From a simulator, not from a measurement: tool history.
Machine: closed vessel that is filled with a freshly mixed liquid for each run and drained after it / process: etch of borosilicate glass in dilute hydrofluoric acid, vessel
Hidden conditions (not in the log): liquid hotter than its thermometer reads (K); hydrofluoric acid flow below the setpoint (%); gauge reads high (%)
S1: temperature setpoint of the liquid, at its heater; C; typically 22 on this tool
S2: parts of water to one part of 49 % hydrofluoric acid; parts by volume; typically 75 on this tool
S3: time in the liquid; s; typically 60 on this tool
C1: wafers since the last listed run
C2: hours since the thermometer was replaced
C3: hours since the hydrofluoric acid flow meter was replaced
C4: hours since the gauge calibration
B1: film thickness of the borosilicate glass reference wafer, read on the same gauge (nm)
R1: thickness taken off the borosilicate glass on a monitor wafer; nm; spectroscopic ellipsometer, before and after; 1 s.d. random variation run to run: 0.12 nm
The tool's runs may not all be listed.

{"run": 1, "day": 0.0, "S1": 22, "S2": 75, "S3": 45, "C1": 0, "C2": 1615.6, "C3": 853.3, "C4": 184.3, "B1": 99.99, "R1": 16.74}
{"run": 2, "day": 0.271, "S1": 22, "S2": 75, "S3": 45, "C1": 705, "C2": 1622.1, "C3": 859.8, "C4": 190.8, "B1": 99.98, "R1": 16.67}
{"day": 0.504, "done": "gauge calibrated"}
{"run": 3, "day": 0.558, "S1": 22, "S2": 75, "S3": 45, "C1": 749, "C2": 1629, "C3": 866.7, "C4": 1.3, "B1": 99.96, "R1": 16.58}
{"run": 4, "day": 0.867, "S1": 22, "S2": 100, "S3": 60, "C1": 803, "C2": 1636.4, "C3": 874.1, "C4": 8.7, "B1": 99.93, "R1": 16.15}
{"run": 5, "day": 1.908, "S1": 22, "S2": 100, "S3": 60, "C1": 2713, "C2": 1661.4, "C3": 899.1, "C4": 33.7, "B1": 100, "R1": 16.1}
{"run": 6, "day": 2.392, "S1": 22, "S2": 75, "S3": 60, "C1": 1259, "C2": 1673, "C3": 910.7, "C4": 45.3, "B1": 99.99, "R1": 22.06}
{"run": 7, "day": 2.846, "S1": 24.5, "S2": 75, "S3": 60, "C1": 1183, "C2": 1683.9, "C3": 921.6, "C4": 56.2, "B1": 99.98, "R1": 24.44}
{"run": 8, "day": 3.392, "S1": 24.5, "S2": 75, "S3": 60, "C1": 1422, "C2": 1697, "C3": 934.7, "C4": 69.3, "B1": 100.01, "R1": 24.23}
{"run": 9, "day": 4.096, "S1": 24, "S2": 75, "S3": 60, "C1": 1834, "C2": 1713.9, "C3": 951.6, "C4": 86.2, "B1": 100, "R1": 23.87}
{"run": 10, "day": 4.738, "S1": 24, "S2": 75, "S3": 60, "C1": 1671, "C2": 1729.3, "C3": 967, "C4": 101.6, "B1": 100, "R1": 23.75}
{"run": 11, "day": 5.479, "S1": 24, "S2": 75, "S3": 60, "C1": 1932, "C2": 1747.1, "C3": 984.8, "C4": 119.4, "B1": 99.96, "R1": 23.73}
{"run": 12, "day": 5.95, "S1": 22, "S2": 75, "S3": 40, "C1": 1226, "C2": 1758.4, "C3": 996.1, "C4": 130.7, "B1": 100, "R1": 14.6}
{"day": 6.167, "done": "thermometer replaced"}
{"run": 13, "day": 6.308, "S1": 19.5, "S2": 75, "S3": 85, "C1": 825, "C2": 3.4, "C3": 1004.7, "C4": 139.3, "B1": 100.04, "R1": 28.21}
{"run": 14, "day": 6.992, "S1": 19.5, "S2": 75, "S3": 85, "C1": 1780, "C2": 19.8, "C3": 1021.1, "C4": 155.7, "B1": 99.99, "R1": 27.93}
{"run": 15, "day": 7.454, "S1": 25.5, "S2": 105, "S3": 35, "C1": 1204, "C2": 30.9, "C3": 1032.2, "C4": 166.8, "B1": 100, "R1": 10.04}
{"run": 16, "day": 7.729, "S1": 22, "S2": 75, "S3": 60, "C1": 716, "C2": 37.5, "C3": 1038.8, "C4": 173.4, "B1": 99.97, "R1": 21.76}
{"run": 17, "day": 8.246, "S1": 22, "S2": 75, "S3": 60, "C1": 1346, "C2": 49.9, "C3": 1051.2, "C4": 185.8, "B1": 99.99, "R1": 21.8}
{"run": 18, "day": 8.567, "S1": 22, "S2": 115, "S3": 80, "C1": 835, "C2": 57.6, "C3": 1058.9, "C4": 193.5, "B1": 100, "R1": 18.03}
{"run": 19, "day": 8.842, "S1": 19.5, "S2": 75, "S3": 85, "C1": 716, "C2": 64.2, "C3": 1065.5, "C4": 200.1, "B1": 99.99, "R1": 27.82}
{"run": 20, "day": 9.488, "S1": 26, "S2": 75, "S3": 35, "C1": 1682, "C2": 79.7, "C3": 1081, "C4": 215.6, "B1": 99.99, "R1": 14.91}
{"run": 21, "day": 9.796, "S1": 25, "S2": 60, "S3": 35, "C1": 803, "C2": 87.1, "C3": 1088.4, "C4": 223, "B1": 100.02, "R1": 18.19}
{"day": 9.871, "done": "gauge calibrated"}
{"run": 22, "day": 10.121, "S1": 18, "S2": 100, "S3": 70, "C1": 846, "C2": 94.9, "C3": 1096.2, "C4": 6, "B1": 100.05, "R1": 15.55}
{"day": 10.3, "done": "hydrofluoric acid flow meter replaced"}
{"run": 23, "day": 10.396, "S1": 24, "S2": 60, "S3": 35, "C1": 607, "C2": 101.5, "C3": 2.3, "C4": 12.6, "B1": 99.99, "R1": 19.67}
{"run": 24, "day": 11.008, "S1": 19, "S2": 75, "S3": 60, "C1": 1595, "C2": 116.2, "C3": 17, "C4": 27.3, "B1": 99.93, "R1": 21.26}
{"run": 25, "day": 11.375, "S1": 27, "S2": 105, "S3": 60, "C1": 955, "C2": 125, "C3": 25.8, "C4": 36.1, "B1": 100.04, "R1": 20.34}
{"run": 26, "day": 11.658, "S1": 22, "S2": 75, "S3": 60, "C1": 738, "C2": 131.8, "C3": 32.6, "C4": 42.9, "B1": 99.96, "R1": 24.3}
{"run": 27, "day": 12.208, "S1": 18, "S2": 100, "S3": 70, "C1": 1432, "C2": 145, "C3": 45.8, "C4": 56.1, "B1": 100.05, "R1": 17.51}
{"run": 28, "day": 12.867, "S1": 23.5, "S2": 95, "S3": 45, "C1": 1715, "C2": 160.8, "C3": 61.6, "C4": 71.9, "B1": 99.98, "R1": 14.74}
{"run": 29, "day": 13.525, "S1": 24.5, "S2": 115, "S3": 90, "C1": 1715, "C2": 176.6, "C3": 77.4, "C4": 87.7, "B1": 99.97, "R1": 25.03}

Some steps in R1, run to run, broken into two amounts with sign: the step expected even without the hidden condition (settings, incoming material, random variation), and the rest, left for the hidden condition together with whatever gauge scatter is not in both the measured and the hidden-condition-free result:
Run 12 -> 13: S1 22 -> 19.5, S3 40 -> 85, thermometer replaced. R1 +13.61 nm: hidden state -1.52, all else +15.13.
Run 14 -> 15: S1 19.5 -> 25.5, S2 75 -> 105, S3 85 -> 35. R1 -17.89 nm: hidden state +1.95, all else -19.84.
Run 22 -> 23: S1 18 -> 24, S2 100 -> 60, S3 70 -> 35, hydrofluoric acid flow meter replaced. R1 +4.12 nm: hidden state +1.87, all else +2.25.
